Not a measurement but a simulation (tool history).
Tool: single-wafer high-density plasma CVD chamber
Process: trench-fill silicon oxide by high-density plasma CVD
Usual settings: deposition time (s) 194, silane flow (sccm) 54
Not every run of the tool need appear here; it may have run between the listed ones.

| run | hour | deposition time (s) | silane flow (sccm) | wafers since the last listed run | hours since the silane flow controller was replaced | hours since the gauge calibration | read-back reference wafer on the same gauge, thickness_nm | mean film thickness on the monitor wafer (nm) |
|---|---|---|---|---|---|---|---|---|
| 1 | 0.0 | 194 | 54 | 0 | 2554.4 | 29.5 | 949.133 | 1020.846 |
| 2 | 64.0 | 194 | 54 | 537 | 2618.4 | 93.5 | 949.881 | 1018.213 |
| 3 | 130.9 | 194 | 54 | 562 | 2685.3 | 160.4 | 949.545 | 1022.047 |
| 4 | 181.8 | 194 | 54 | 427 | 2736.2 | 211.3 | 950.052 | 1016.192 |
| 5 | 236.2 | 194 | 49 | 457 | 2790.6 | 265.7 | 949.666 | 962.393 |
| 6 | 283.7 | 194 | 49 | 399 | 2838.1 | 313.2 | 949.650 | 964.468 |
| 7 | 318.6 | 194 | 54 | 293 | 2873.0 | 348.1 | 950.961 | 1019.026 |
| 8 | 375.4 | 194 | 54 | 477 | 2929.8 | 404.9 | 950.213 | 1018.156 |
| 9 | 444.9 | 194 | 54 | 583 | 2999.3 | 474.4 | 949.749 | 1020.288 |
| 10 | 509.2 | 208 | 59 | 540 | 3063.6 | 538.7 | 949.362 | 1160.626 |
| 11 | 556.4 | 182 | 54 | 396 | 3110.8 | 585.9 | 949.603 | 956.317 |
| 12 | 584.9 | 224 | 49 | 239 | 3139.3 | 614.4 | 949.982 | 1116.533 |
| 13 | 652.5 | 224 | 49 | 567 | 3206.9 | 682.0 | 949.901 | 1105.809 |
|  | 781.6 | silane flow controller replaced |
| 14 | 794.5 | 214 | 43 | 1125 | 12.9 | 824.0 | 949.606 | 1012.207 |
| 15 | 834.0 | 177 | 49 | 331 | 52.4 | 863.5 | 949.513 | 900.843 |
| 16 | 886.7 | 194 | 54 | 442 | 105.1 | 916.2 | 949.170 | 1039.907 |
| 17 | 930.6 | 169 | 47 | 368 | 149.0 | 960.1 | 950.868 | 834.617 |
| 18 | 997.9 | 214 | 44 | 565 | 216.3 | 1027.4 | 950.222 | 1020.776 |
| 19 | 1022.4 | 207 | 54 | 205 | 240.8 | 1051.9 | 950.176 | 1108.951 |
|  | 1039.5 | gauge calibrated |
| 20 | 1088.0 | 164 | 65 | 551 | 306.4 | 48.5 | 949.677 | 983.446 |
| 21 | 1136.2 | 194 | 54 | 404 | 354.6 | 96.7 | 949.897 | 1041.985 |
| 22 | 1163.9 | 176 | 49 | 232 | 382.3 | 124.4 | 949.958 | 891.832 |
| 23 | 1213.2 | 218 | 47 | 414 | 431.6 | 173.7 | 949.437 | 1075.665 |
| 24 | 1283.2 | 160 | 64 | 588 | 501.6 | 243.7 | 949.657 | 948.070 |
| 25 | 1313.6 | 214 | 44 | 255 | 532.0 | 274.1 | 950.175 | 1010.971 |
| 26 | 1365.9 | 194 | 54 | 439 | 584.3 | 326.4 | 950.760 | 1033.327 |

A few steps of mean film thickness on the monitor wafer (nm) between consecutive runs. Split each: what settings, incoming material and random variation would produce without the hidden state, and what is left over for the hidden state, along with gauge scatter present in only one of the two compared results (measured, and without hidden state):
The tool's hidden condition here consists of: delivered silane flow above the setpoint (%); gauge reads high (%).
Run 10 -> 11: deposition time (s) 208 -> 182, silane flow (sccm) 59 -> 54. mean film thickness on the monitor wafer (nm) -204.309: hidden state +7.036, all else -211.345.
Run 13 -> 14: deposition time (s) 224 -> 214, silane flow (sccm) 49 -> 43, silane flow controller replaced. mean film thickness on the monitor wafer (nm) -93.602: hidden state +33.205, all else -126.807.
Run 16 -> 17: deposition time (s) 194 -> 169, silane flow (sccm) 54 -> 47. mean film thickness on the monitor wafer (nm) -205.290: hidden state +0.655, all else -205.945.
